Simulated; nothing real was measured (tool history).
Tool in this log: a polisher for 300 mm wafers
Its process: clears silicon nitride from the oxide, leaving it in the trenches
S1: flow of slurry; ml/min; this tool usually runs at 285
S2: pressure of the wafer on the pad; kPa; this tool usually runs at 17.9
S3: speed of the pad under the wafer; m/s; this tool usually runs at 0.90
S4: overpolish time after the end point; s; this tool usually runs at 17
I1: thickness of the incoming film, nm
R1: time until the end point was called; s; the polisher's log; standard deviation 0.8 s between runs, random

run    hour   S1    S2    S3  S4    I1     R1
  1     0.0  285  15.2  0.90  17  54.6   89.8
  2    71.4  285  17.9  0.90  17  55.5   78.0
       79.4  -- slurry nozzle cleaned
       97.0  -- worn pad replaced by a new one
  3   109.8  285  17.9  0.90  17  54.3   71.5
  4   172.8  285  17.9  0.90  17  54.3   70.3
  5   209.9  285  22.8  0.90  17  55.3   57.2
  6   252.6  285  17.9  0.90  17  55.2   73.7
  7   310.0  285  17.9  0.90  17  54.4   73.1
  8   356.1  285  17.9  0.90  17  54.2   73.4
  9   414.3  285  17.9  0.90  17  55.6   76.0
      421.4  -- head pressure recalibrated
 10   444.6  285  17.9  0.90  17  54.8   76.3
 11   515.2  285  17.9  0.90  17  55.6   78.8
      527.9  -- worn pad replaced by a new one
 12   544.1  220  13.8  0.90  17  55.8  111.2
      548.1  -- slurry nozzle cleaned
 13   575.2  285  17.9  0.90  17  54.5   72.0
 14   640.9  285  17.9  0.90  17  54.9   72.9
 15   684.8  250  17.9  0.90  17  54.6   72.7
 16   744.1  250  17.9  0.90  17  55.6   75.4
 17   811.7  285  17.9  0.64  17  55.0  101.4
 18   866.5  285  17.9  0.90  17  55.2   73.5
 19   899.7  285  20.7  0.76  11  55.9   77.9
      939.7  -- worn pad replaced by a new one
 20   950.9  285  17.9  0.90  17  54.6   75.6
      991.1  -- slurry nozzle cleaned
 21   996.7  255  13.8  0.70  14  54.8  121.2
 22  1037.7  335  20.7  1.02  17  55.8   54.5
 23  1081.9  235  17.9  0.90   7  55.3   74.6

What will run 24 give?
 24  1117.7  285  17.9  0.90  20  55.4   ?

R1: 71.4 s
The same run, on a tool lacking any hidden state, would have yielded R1 70.4 s.
